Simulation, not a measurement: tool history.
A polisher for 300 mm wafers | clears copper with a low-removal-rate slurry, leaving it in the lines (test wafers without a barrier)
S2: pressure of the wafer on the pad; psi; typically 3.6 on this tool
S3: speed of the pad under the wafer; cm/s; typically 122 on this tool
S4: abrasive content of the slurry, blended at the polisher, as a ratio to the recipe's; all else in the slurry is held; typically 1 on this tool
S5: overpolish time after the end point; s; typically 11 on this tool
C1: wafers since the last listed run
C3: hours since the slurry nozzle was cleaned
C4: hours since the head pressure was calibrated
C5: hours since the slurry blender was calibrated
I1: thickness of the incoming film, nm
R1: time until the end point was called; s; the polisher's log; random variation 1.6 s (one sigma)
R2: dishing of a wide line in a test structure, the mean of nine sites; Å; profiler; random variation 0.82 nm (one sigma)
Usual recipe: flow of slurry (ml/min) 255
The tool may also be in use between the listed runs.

Run 1, hour 0: usual settings but S3 138 cm/s; C1 0; wafers polished on this pad 3; C3 355.6; C4 423; C5 4.6; I1 418.8. Result: R1 67 s, R2 417 Å.
Run 2, hour 13.8: usual settings but S3 138 cm/s; C1 97; wafers polished on this pad 100; C3 369.4; C4 436.8; C5 18.4; I1 422.3. Result: R1 69.6 s, R2 422 Å.
Run 3, hour 25.9: usual settings but S3 138 cm/s; C1 85; wafers polished on this pad 186; C3 381.5; C4 448.9; C5 30.5; I1 426. Result: R1 69.5 s, R2 422 Å.
Run 4, hour 43: usual settings; C1 120; wafers polished on this pad 306; C3 398.6; C4 466; C5 47.6; I1 418. Result: R1 73.6 s, R2 389 Å.
Run 5, hour 59.8: usual settings; C1 118; wafers polished on this pad 425; C3 415.4; C4 482.8; C5 64.4; I1 418.3. Result: R1 73.1 s, R2 389 Å.
Run 6, hour 67.7: usual settings; C1 55; wafers polished on this pad 480; C3 423.3; C4 490.7; C5 72.3; I1 417.3. Result: R1 76.4 s, R2 400 Å.
Run 7, hour 75.4: usual settings but S2 2.6 psi; C1 54; wafers polished on this pad 534; C3 431; C4 498.4; C5 80; I1 424.8. Result: R1 105.6 s, R2 309 Å.
Run 8, hour 82.6: usual settings but S2 2.6 psi; C1 50; wafers polished on this pad 585; C3 438.2; C4 505.6; C5 87.2; I1 418.5. Result: R1 103.5 s, R2 313 Å.
At hour 96.3: head pressure recalibrated.
Run 9, hour 100.5: usual settings but S2 2.6 psi; C1 112; wafers polished on this pad 697; C3 456.1; C4 4.2; C5 105.1; I1 423.9. Result: R1 131.9 s, R2 243 Å.
At hour 108.2: worn pad replaced by a new one.
Run 10, hour 108.7: usual settings but S3 152 cm/s, S4 1.1, S5 5 s; C1 29; wafers polished on this pad 3; C3 464.3; C4 12.4; C5 113.3; I1 417.4. Result: R1 76.6 s, R2 196 Å.
Run 11, hour 119.4: usual settings but S2 4.4 psi; C1 75; wafers polished on this pad 78; C3 475; C4 23.1; C5 124; I1 423.3. Result: R1 79.9 s, R2 377 Å.
Run 12, hour 127.1: usual settings but S2 4.9 psi, S3 134 cm/s; C1 54; wafers polished on this pad 133; C3 482.7; C4 30.8; C5 131.7; I1 419. Result: R1 65.8 s, R2 449 Å.
Run 13, hour 136: usual settings; C1 62; wafers polished on this pad 195; C3 491.6; C4 39.7; C5 140.6; I1 419.7. Result: R1 96.9 s, R2 316 Å.
Run 14, hour 144.5: usual settings; C1 59; wafers polished on this pad 255; C3 500.1; C4 48.2; C5 149.1; I1 417.2. Result: R1 95 s, R2 319 Å.
At hour 158.2: head pressure recalibrated, repeated, since the last time left the tool worse.
Run 15, hour 158.8: usual settings but S5 18 s; C1 86; wafers polished on this pad 342; C3 514.4; C4 0.6; C5 163.4; I1 421. Result: R1 84.3 s, R2 522 Å.
At hour 167.5: slurry nozzle cleaned.
Run 16, hour 175.6: usual settings but S4 0.75, S5 7 s; C1 111; wafers polished on this pad 453; C3 8.1; C4 17.4; C5 180.2; I1 426.5. Result: R1 89.1 s, R2 239 Å.
Run 17, hour 187.9: usual settings; C1 86; wafers polished on this pad 540; C3 20.4; C4 29.7; C5 192.5; I1 428.9. Result: R1 82.4 s, R2 372 Å.
At hour 205.3: worn pad replaced by a new one.
Run 18, hour 205.8: usual settings but S5 6 s; C1 97; wafers polished on this pad 3; C3 38.3; C4 47.6; C5 210.4; I1 423.3. Result: R1 84.5 s, R2 223 Å.
Run 19, hour 216.6: usual settings; C1 76; wafers polished on this pad 79; C3 49.1; C4 58.4; C5 221.2; I1 423.8. Result: R1 82.9 s, R2 360 Å.
Run 20, hour 230.5: usual settings but S3 158 cm/s, S4 1.15, S5 17 s; C1 97; wafers polished on this pad 177; C3 63; C4 72.3; C5 235.1; I1 424.6. Result: R1 65.6 s, R2 606 Å.
Run 21, hour 240.4: usual settings but flow of slurry (ml/min) 335, S3 138 cm/s, S4 0.9, S5 6 s; C1 69; wafers polished on this pad 247; C3 72.9; C4 82.2; C5 245; I1 426. Result: R1 76.6 s, R2 246 Å.
Run 22, hour 249.1: usual settings but flow of slurry (ml/min) 305, S2 4.8 psi, S3 100 cm/s; C1 61; wafers polished on this pad 308; C3 81.6; C4 90.9; C5 253.7; I1 416.9. Result: R1 70.8 s, R2 399 Å.
Run 23, hour 261.3: usual settings; C1 86; wafers polished on this pad 394; C3 93.8; C4 103.1; C5 265.9; I1 425.4. Result: R1 82.6 s, R2 373 Å.
Run 24, hour 270.3: usual settings but S4 1.15, S5 9 s; C1 63; wafers polished on this pad 458; C3 102.8; C4 112.1; C5 274.9; I1 417.1. Result: R1 78.1 s, R2 316 Å.
Run 25, hour 284.7: usual settings but flow of slurry (ml/min) 185, S2 3.1 psi, S3 94 cm/s, S4 1.2; C1 101; wafers polished on this pad 559; C3 117.2; C4 126.5; C5 289.3; I1 423.1. Result: R1 115.4 s, R2 273 Å.
Run 26, hour 300.1: usual settings but S4 1.15, S5 16 s; C1 108; wafers polished on this pad 668; C3 132.6; C4 141.9; C5 304.7; I1 419.1. Result: R1 80.2 s, R2 490 Å.
Run 27, hour 309.6: usual settings but flow of slurry (ml/min) 280, S3 140 cm/s; C1 66; wafers polished on this pad 735; C3 142.1; C4 151.4; C5 314.2; I1 423.5. Result: R1 73.9 s, R2 411 Å.

5 ways to go on from here, each from the tool as it stands after run 27. What would each give?
Run A, hour 310.1: usual settings but flow of slurry (ml/min) 205; C1 3; wafers polished on this pad 739; C3 142.6; C4 151.9; C5 314.7; I1 412.5. Result: R1 ?, R2 ?.
Run B, hour 310.1: usual settings but S2 4.3 psi, S4 1.2; C1 3; wafers polished on this pad 739; C3 142.6; C4 151.9; C5 314.7; I1 412.5. Result: R1 ?, R2 ?.
Run C, hour 310.1: usual settings but S3 108 cm/s; C1 3; wafers polished on this pad 739; C3 142.6; C4 151.9; C5 314.7; I1 412.5. Result: R1 ?, R2 ?.
Run D, hour 310.1: usual settings but S4 0.9; C1 3; wafers polished on this pad 739; C3 142.6; C4 151.9; C5 314.7; I1 412.5. Result: R1 ?, R2 ?.
Run E, hour 310.1: usual settings but S2 4.2 psi, S5 17 s; C1 3; wafers polished on this pad 739; C3 142.6; C4 151.9; C5 314.7; I1 412.5. Result: R1 ?, R2 ?.

run    R1   R2
  A  82.5  364
  B  65.7  440
  C  89.8  340
  D  83.1  362
  E  69.7  576
With no hidden state in the tool, these same runs would have given:
run    R1   R2
  A  82.2  365
  B  65.4  441
  C  89.5  341
  D  82.7  363
  E  69.5  578

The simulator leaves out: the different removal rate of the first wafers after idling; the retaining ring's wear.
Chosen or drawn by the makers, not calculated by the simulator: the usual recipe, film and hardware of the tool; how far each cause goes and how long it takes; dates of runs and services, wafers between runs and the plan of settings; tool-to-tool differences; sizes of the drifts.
